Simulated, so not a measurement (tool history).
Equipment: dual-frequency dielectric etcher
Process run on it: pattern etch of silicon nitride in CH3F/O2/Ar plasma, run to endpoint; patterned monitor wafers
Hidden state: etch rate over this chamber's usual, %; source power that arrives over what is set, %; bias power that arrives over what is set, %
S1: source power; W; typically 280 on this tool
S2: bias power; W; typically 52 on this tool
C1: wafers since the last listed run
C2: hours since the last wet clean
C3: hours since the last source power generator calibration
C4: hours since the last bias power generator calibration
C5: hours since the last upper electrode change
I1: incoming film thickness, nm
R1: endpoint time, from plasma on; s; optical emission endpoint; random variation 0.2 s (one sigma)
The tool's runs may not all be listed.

run   hour   S1  S2   C1     C2      C3      C4      C5     I1    R1
  1    0.0  280  45    0  259.8  2801.9  3966.6  2928.3  18.69  42.0
  2   12.1  280  52  102  271.9  2814.0  3978.7  2940.4  18.76  40.6
  3   24.0  280  52  100  283.8  2825.9  3990.6  2952.3  18.75  41.0
  4   33.5  280  52   80  293.3  2835.4  4000.1  2961.8  18.78  40.8
  5   50.1  280  52  140  309.9  2852.0  4016.7  2978.4  19.04  41.6
      70.4  -- source power generator calibrated
      78.3  -- upper electrode replaced, of another model than before
      82.0  -- bias power generator calibrated
  6   82.5  280  52  142  342.3    12.1     0.5     4.2  18.90  41.7
  7   96.9  310  52  121  356.7    26.5    14.9    18.6  19.11  39.8
  8  103.0  280  52   51  362.8    32.6    21.0    24.7  18.98  42.0
  9  111.3  280  52   70  371.1    40.9    29.3    33.0  18.71  40.8
 10  117.8  280  45   54  377.6    47.4    35.8    39.5  18.91  43.0
 11  124.2  280  52   54  384.0    53.8    42.2    45.9  18.81  42.0

Run 12, settings as shown, results not yet in. Your forecast:
 12  130.3  280  42  51  390.1  59.9  48.3  52.0  18.94   ?

{"run 12": {"R1": 43.8}}
Without the tool's hidden state the same run would have given R1 41.6 s.
